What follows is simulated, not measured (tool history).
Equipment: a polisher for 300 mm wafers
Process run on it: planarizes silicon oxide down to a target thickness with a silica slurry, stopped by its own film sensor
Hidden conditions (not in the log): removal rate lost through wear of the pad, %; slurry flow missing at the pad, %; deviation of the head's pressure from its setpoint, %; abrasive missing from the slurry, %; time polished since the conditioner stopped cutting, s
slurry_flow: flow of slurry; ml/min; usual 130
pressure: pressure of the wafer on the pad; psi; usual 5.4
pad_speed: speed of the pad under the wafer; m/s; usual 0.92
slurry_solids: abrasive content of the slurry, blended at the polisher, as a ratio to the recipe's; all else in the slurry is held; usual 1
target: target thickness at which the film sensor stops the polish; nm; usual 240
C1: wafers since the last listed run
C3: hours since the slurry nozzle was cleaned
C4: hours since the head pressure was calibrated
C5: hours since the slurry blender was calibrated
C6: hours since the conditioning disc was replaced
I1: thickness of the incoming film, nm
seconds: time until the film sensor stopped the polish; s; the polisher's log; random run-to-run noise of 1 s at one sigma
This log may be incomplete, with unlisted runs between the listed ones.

Run 1, hour 0: usual settings but target 193 nm; C1 0; wafers polished on this pad 3456; C3 311; C4 143.1; C5 285.4; C6 467.1; I1 567.2. Result: seconds 90.9 s.
At hour 54.7: conditioning disc replaced and pad reconditioned.
Run 2, hour 60: usual settings but target 193 nm; C1 708; wafers polished on this pad 4164; C3 371; C4 203.1; C5 345.4; C6 5.3; I1 586.9. Result: seconds 96.2 s.
Run 3, hour 158.2: usual settings but target 182 nm; C1 1198; wafers polished on this pad 5363; C3 469.2; C4 301.3; C5 443.6; C6 103.5; I1 577.6. Result: seconds 99.6 s.
At hour 214.9: slurry blender recalibrated.
At hour 260.7: worn pad replaced by a new one.
Run 4, hour 261.2: usual settings but target 182 nm; C1 1184; wafers polished on this pad 6; C3 572.2; C4 404.3; C5 46.3; C6 206.5; I1 575.9. Result: seconds 95.5 s.
Run 5, hour 338.1: usual settings but target 182 nm; C1 938; wafers polished on this pad 945; C3 649.1; C4 481.2; C5 123.2; C6 283.4; I1 588.5. Result: seconds 97.3 s.
At hour 357.9: slurry nozzle cleaned.
Run 6, hour 402.1: usual settings; C1 769; wafers polished on this pad 1714; C3 44.2; C4 545.2; C5 187.2; C6 347.4; I1 572.7. Result: seconds 81.7 s.
Run 7, hour 476: usual settings but slurry_solids 1.25, target 329 nm; C1 902; wafers polished on this pad 2616; C3 118.1; C4 619.1; C5 261.1; C6 421.3; I1 572.7. Result: seconds 52.5 s.
Run 8, hour 562.8: usual settings but slurry_flow 170 ml/min; C1 1059; wafers polished on this pad 3676; C3 204.9; C4 705.9; C5 347.9; C6 508.1; I1 587.9. Result: seconds 80.4 s.
Run 9, hour 630.2: usual settings but target 193 nm; C1 822; wafers polished on this pad 4499; C3 272.3; C4 773.3; C5 415.3; C6 575.5; I1 582.8. Result: seconds 97.9 s.
At hour 663.2: conditioning disc replaced and pad reconditioned.
Run 10, hour 727.1: usual settings; C1 1158; wafers polished on this pad 5658; C3 369.2; C4 870.2; C5 512.2; C6 63.9; I1 585.5. Result: seconds 86.9 s.
At hour 759.8: slurry blender recalibrated.
At hour 795.7: worn pad replaced by a new one.
Run 11, hour 821.9: usual settings but pad_speed 0.78 m/s; C1 1084; wafers polished on this pad 319; C3 464; C4 965; C5 62.1; C6 158.7; I1 591.6. Result: seconds 95.9 s.
Run 12, hour 879.4: usual settings; C1 702; wafers polished on this pad 1022; C3 521.5; C4 1022.5; C5 119.6; C6 216.2; I1 586.4. Result: seconds 84.1 s.
At hour 943.2: slurry nozzle cleaned.
Run 13, hour 973.7: usual settings but slurry_flow 85 ml/min, pressure 6.7 psi, pad_speed 1.02 m/s, slurry_solids 1.15; C1 1139; wafers polished on this pad 2161; C3 30.5; C4 1116.8; C5 213.9; C6 310.5; I1 579.6. Result: seconds 75.5 s.
At hour 979.9: head pressure recalibrated.
Run 14, hour 1023.8: usual settings but slurry_solids 0.9; C1 587; wafers polished on this pad 2748; C3 80.6; C4 43.9; C5 264; C6 360.6; I1 591.3. Result: seconds 92.8 s.
Run 15, hour 1064.2: usual settings but slurry_flow 160 ml/min, pad_speed 1.18 m/s, slurry_solids 0.75; C1 493; wafers polished on this pad 3241; C3 121; C4 84.3; C5 304.4; C6 401; I1 588.4. Result: seconds 84.7 s.
Run 16, hour 1115.8: usual settings but pressure 4 psi, slurry_solids 0.9; C1 630; wafers polished on this pad 3871; C3 172.6; C4 135.9; C5 356; C6 452.6; I1 575.7. Result: seconds 110.4 s.
Run 17, hour 1164.2: usual settings but slurry_flow 115 ml/min, pressure 4.3 psi, pad_speed 0.62 m/s, slurry_solids 0.9; C1 590; wafers polished on this pad 4462; C3 221; C4 184.3; C5 404.4; C6 501; I1 578.7. Result: seconds 142.8 s.
Run 18, hour 1256.6: usual settings but pad_speed 0.6 m/s, target 171 nm; C1 1128; wafers polished on this pad 5590; C3 313.4; C4 276.7; C5 496.8; C6 593.4; I1 579.2. Result: seconds 134.5 s.
At hour 1268.2: conditioning disc replaced and pad reconditioned.
Run 19, hour 1295.8: usual settings but slurry_flow 95 ml/min, slurry_solids 0.75; C1 454; wafers polished on this pad 6045; C3 352.6; C4 315.9; C5 536; C6 27.6; I1 584. Result: seconds 127.4 s.
At hour 1345.3: worn pad replaced by a new one.
Run 20, hour 1395.3: usual settings; C1 1166; wafers polished on this pad 611; C3 452.1; C4 415.4; C5 635.5; C6 127.1; I1 578.2. Result: seconds 88.5 s.
At hour 1422.3: slurry blender recalibrated.
Run 21, hour 1453.8: usual settings but slurry_solids 1.2, target 287 nm; C1 689; wafers polished on this pad 1300; C3 510.6; C4 473.9; C5 31.5; C6 185.6; I1 577. Result: seconds 63.9 s.
At hour 1496.4: slurry nozzle cleaned.
Run 22, hour 1558.8: usual settings but slurry_flow 145 ml/min, pad_speed 0.62 m/s; C1 1269; wafers polished on this pad 2570; C3 62.4; C4 578.9; C5 136.5; C6 290.6; I1 578.7. Result: seconds 101.7 s.
Run 23, hour 1649.9: usual settings but slurry_flow 155 ml/min, pressure 4.8 psi, target 140 nm; C1 1112; wafers polished on this pad 3682; C3 153.5; C4 670; C5 227.6; C6 381.7; I1 578.6. Result: seconds 113 s.
Run 24, hour 1737.8: usual settings but pressure 3.8 psi, slurry_solids 0.8, target 281 nm; C1 1073; wafers polished on this pad 4756; C3 241.4; C4 757.9; C5 315.5; C6 469.6; I1 574. Result: seconds 110 s.
Run 25, hour 1803.1: usual settings but slurry_flow 115 ml/min, pressure 4.1 psi, slurry_solids 0.75, target 207 nm; C1 797; wafers polished on this pad 5553; C3 306.7; C4 823.2; C5 380.8; C6 534.9; I1 579.3. Result: seconds 145.3 s.

Branching from run 25: 4 alternative next runs. What would each branch give?
Run A, hour 1803.5: usual settings but target 352 nm; C1 4; wafers polished on this pad 5558; C3 307.1; C4 823.6; C5 381.2; C6 535.3; I1 576.8. Result: seconds ?.
Run B, hour 1803.5: usual settings but slurry_flow 170 ml/min, pad_speed 1.08 m/s, slurry_solids 1.2, target 336 nm; C1 4; wafers polished on this pad 5558; C3 307.1; C4 823.6; C5 381.2; C6 535.3; I1 576.8. Result: seconds ?.
Run C, hour 1803.5: usual settings but slurry_flow 100 ml/min, pressure 3.7 psi, target 175 nm; C1 4; wafers polished on this pad 5558; C3 307.1; C4 823.6; C5 381.2; C6 535.3; I1 576.8. Result: seconds ?.
Run D, hour 1803.5: usual settings but slurry_flow 95 ml/min, pressure 4.8 psi, pad_speed 1.1 m/s; C1 4; wafers polished on this pad 5558; C3 307.1; C4 823.6; C5 381.2; C6 535.3; I1 576.8. Result: seconds ?.

run  seconds
  A     56.5
  B       46
  C    146.2
  D     94.8
Without the tool's hidden state the same runs would have given:
run  seconds
  A       55
  B     44.9
  C    142.2
  D     92.2
